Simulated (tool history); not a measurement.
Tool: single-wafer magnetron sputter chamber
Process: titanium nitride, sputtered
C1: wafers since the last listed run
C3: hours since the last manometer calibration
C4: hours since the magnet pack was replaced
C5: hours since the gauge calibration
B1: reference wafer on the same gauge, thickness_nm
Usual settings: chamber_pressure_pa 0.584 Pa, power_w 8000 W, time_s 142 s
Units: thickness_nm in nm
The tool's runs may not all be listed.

{"run": 1, "day": 0.0, "chamber_pressure_pa": 0.584, "power_w": 8000, "time_s": 142, "C1": 0, "wafers on the sputter target": 6129, "C3": 2209.0, "C4": 3342.4, "C5": 727.7, "B1": 170.017, "thickness_nm": 190.347}
{"day": 0.021, "done": "sputter target and shields replaced"}
{"day": 0.388, "done": "gauge calibrated"}
{"run": 2, "day": 2.071, "chamber_pressure_pa": 0.584, "power_w": 8000, "time_s": 142, "C1": 488, "wafers on the sputter target": 488, "C3": 2258.7, "C4": 3392.1, "C5": 40.4, "B1": 170.124, "thickness_nm": 194.597}
{"run": 3, "day": 5.733, "chamber_pressure_pa": 0.746, "power_w": 8500, "time_s": 142, "C1": 872, "wafers on the sputter target": 1360, "C3": 2346.6, "C4": 3480.0, "C5": 128.3, "B1": 169.907, "thickness_nm": 187.854}
{"run": 4, "day": 7.646, "chamber_pressure_pa": 0.746, "power_w": 8500, "time_s": 142, "C1": 455, "wafers on the sputter target": 1815, "C3": 2392.5, "C4": 3525.9, "C5": 174.2, "B1": 169.886, "thickness_nm": 188.567}
{"run": 5, "day": 10.029, "chamber_pressure_pa": 0.746, "power_w": 8500, "time_s": 142, "C1": 567, "wafers on the sputter target": 2383, "C3": 2449.7, "C4": 3583.1, "C5": 231.4, "B1": 169.8, "thickness_nm": 190.393}
{"run": 6, "day": 13.546, "chamber_pressure_pa": 0.52, "power_w": 8000, "time_s": 122, "C1": 837, "wafers on the sputter target": 3221, "C3": 2534.1, "C4": 3667.5, "C5": 315.8, "B1": 169.846, "thickness_nm": 170.787}
{"run": 7, "day": 15.938, "chamber_pressure_pa": 0.584, "power_w": 6850, "time_s": 126, "C1": 569, "wafers on the sputter target": 3790, "C3": 2591.5, "C4": 3724.9, "C5": 373.2, "B1": 170.008, "thickness_nm": 154.532}
{"run": 8, "day": 18.258, "chamber_pressure_pa": 0.584, "power_w": 8000, "time_s": 142, "C1": 552, "wafers on the sputter target": 4343, "C3": 2647.2, "C4": 3780.6, "C5": 428.9, "B1": 170.124, "thickness_nm": 193.48}
{"run": 9, "day": 20.488, "chamber_pressure_pa": 0.584, "power_w": 9300, "time_s": 170, "C1": 530, "wafers on the sputter target": 4874, "C3": 2700.7, "C4": 3834.1, "C5": 482.4, "B1": 169.973, "thickness_nm": 255.436}
{"run": 10, "day": 23.729, "chamber_pressure_pa": 0.709, "power_w": 8000, "time_s": 142, "C1": 771, "wafers on the sputter target": 5646, "C3": 2778.5, "C4": 3911.9, "C5": 560.2, "B1": 169.843, "thickness_nm": 180.45}

The next listed run, before its measurement:
{"run": 11, "day": 26.521, "chamber_pressure_pa": 0.584, "power_w": 8000, "time_s": 149, "C1": 664, "wafers on the sputter target": 6310, "C3": 2845.5, "C4": 3978.9, "C5": 627.2, "B1": "?", "thickness_nm": "?"}

B1: 170.032
thickness_nm: 201.084 nm
Without the tool's hidden state the same run would have given thickness_nm 206.385 nm.
